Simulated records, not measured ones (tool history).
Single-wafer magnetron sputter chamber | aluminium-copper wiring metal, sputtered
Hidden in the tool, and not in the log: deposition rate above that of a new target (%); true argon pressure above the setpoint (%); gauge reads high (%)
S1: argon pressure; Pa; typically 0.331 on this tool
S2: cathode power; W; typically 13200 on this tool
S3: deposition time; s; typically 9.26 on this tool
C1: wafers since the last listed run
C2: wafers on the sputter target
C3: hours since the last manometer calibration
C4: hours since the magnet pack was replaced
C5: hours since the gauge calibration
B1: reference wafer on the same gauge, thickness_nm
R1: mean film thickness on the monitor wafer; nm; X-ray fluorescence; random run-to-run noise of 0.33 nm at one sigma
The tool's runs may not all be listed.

run,hour,S1,S2,S3,C1,C2,C3,C4,C5,B1,R1
1,0.0,0.331,13200,9.26,0,464,2069.3,6458.1,304.2,199.003,216.838
2,15.0,0.331,13200,9.26,631,1096,2084.3,6473.1,319.2,199.063,215.367
3,27.2,0.331,13200,9.26,513,1609,2096.5,6485.3,331.4,199.042,214.146
4,38.3,0.331,14800,9.26,467,2076,2107.6,6496.4,342.5,199.072,240.540
5,46.2,0.331,14800,9.26,332,2409,2115.5,6504.3,350.4,199.020,239.201
6,60.8,0.274,13200,9.26,614,3024,2130.1,6518.9,365.0,198.983,219.201
# hour 76.3: sputter target and shields replaced
7,76.8,0.331,13200,10.70,336,22,2146.1,6534.9,381.0,198.997,254.224
8,84.2,0.331,13200,10.70,311,333,2153.5,6542.3,388.4,198.997,252.600
9,98.7,0.331,13200,10.70,610,944,2168.0,6556.8,402.9,198.911,250.523
10,106.5,0.331,13200,9.26,328,1272,2175.8,6564.6,410.7,199.034,217.267
# hour 124.1: capacitance manometer re-zeroed and calibrated
11,124.6,0.331,13200,9.26,425,1697,0.5,6582.7,428.8,199.026,216.123
12,128.4,0.331,14850,9.26,159,1857,4.3,6586.5,432.6,198.970,242.961
13,142.7,0.331,14850,9.26,601,2459,18.6,6600.8,446.9,198.998,242.304
# hour 152.9: gauge calibrated
# hour 159.1: sputter target and shields replaced
14,159.6,0.304,13200,9.26,374,19,35.5,6617.7,6.7,198.923,222.592
15,174.4,0.232,15450,11.03,623,642,50.3,6632.5,21.5,198.998,317.094
16,187.2,0.225,13200,9.26,538,1181,63.1,6645.3,34.3,199.070,227.801
17,198.5,0.331,13200,9.26,475,1657,74.4,6656.6,45.6,198.891,216.505
18,205.7,0.331,13200,9.26,303,1960,81.6,6663.8,52.8,198.973,216.097
19,212.4,0.284,13200,8.56,282,2242,88.3,6670.5,59.5,198.926,203.950
20,223.3,0.434,10950,10.54,458,2701,99.2,6681.4,70.4,198.977,195.016
# hour 240.1: sputter target and shields replaced
# hour 247.3: magnet pack replaced
21,247.8,0.331,13200,8.54,393,22,123.7,0.5,94.9,199.096,201.828
22,248.1,0.331,12300,9.26,12,34,124.0,0.8,95.2,199.020,204.148
23,257.6,0.331,11500,9.26,399,434,133.5,10.3,104.7,199.012,189.393
24,265.6,0.331,14300,10.56,336,771,141.5,18.3,112.7,198.976,268.743
25,276.2,0.331,12000,9.26,446,1217,152.1,28.9,123.3,198.946,196.865
26,282.6,0.331,13200,9.26,269,1487,158.5,35.3,129.7,199.116,216.791
27,288.6,0.331,11100,8.38,252,1739,164.5,41.3,135.7,198.965,164.428
28,305.0,0.394,13200,7.46,690,2430,180.9,57.7,152.1,198.989,169.351
# hour 318.9: sputter target and shields replaced
29,319.5,0.331,13200,9.26,273,24,195.4,72.2,166.6,199.153,220.334
30,330.6,0.331,13200,9.26,467,491,206.5,83.3,177.7,198.922,218.429
31,343.4,0.331,13200,9.26,538,1030,219.3,96.1,190.5,198.958,217.152
32,353.2,0.331,11700,9.26,412,1443,229.1,105.9,200.3,199.106,192.422
33,364.1,0.331,13200,9.26,458,1902,240.0,116.8,211.2,198.943,216.118
34,370.7,0.265,15300,9.26,277,2179,246.6,123.4,217.8,198.926,257.971

Alternative continuations, all from the tool just after run 34; predict every row:
A,371.1,0.331,13200,9.26,16,2196,247.0,123.8,218.2,?,?
B,371.1,0.402,13200,9.26,16,2196,247.0,123.8,218.2,?,?
C,371.1,0.233,14850,9.76,16,2196,247.0,123.8,218.2,?,?
D,371.1,0.331,15950,9.26,16,2196,247.0,123.8,218.2,?,?
E,371.1,0.263,15300,11.07,16,2196,247.0,123.8,218.2,?,?

run,B1,R1
A,199.008,215.947
B,199.008,209.381
C,199.008,267.367
D,199.008,260.936
E,199.008,308.314
Take away the tool's hidden state, keep each run's random variation, and the runs would have read:
run,R1
A,220.424
B,213.722
C,272.910
D,266.346
E,314.706
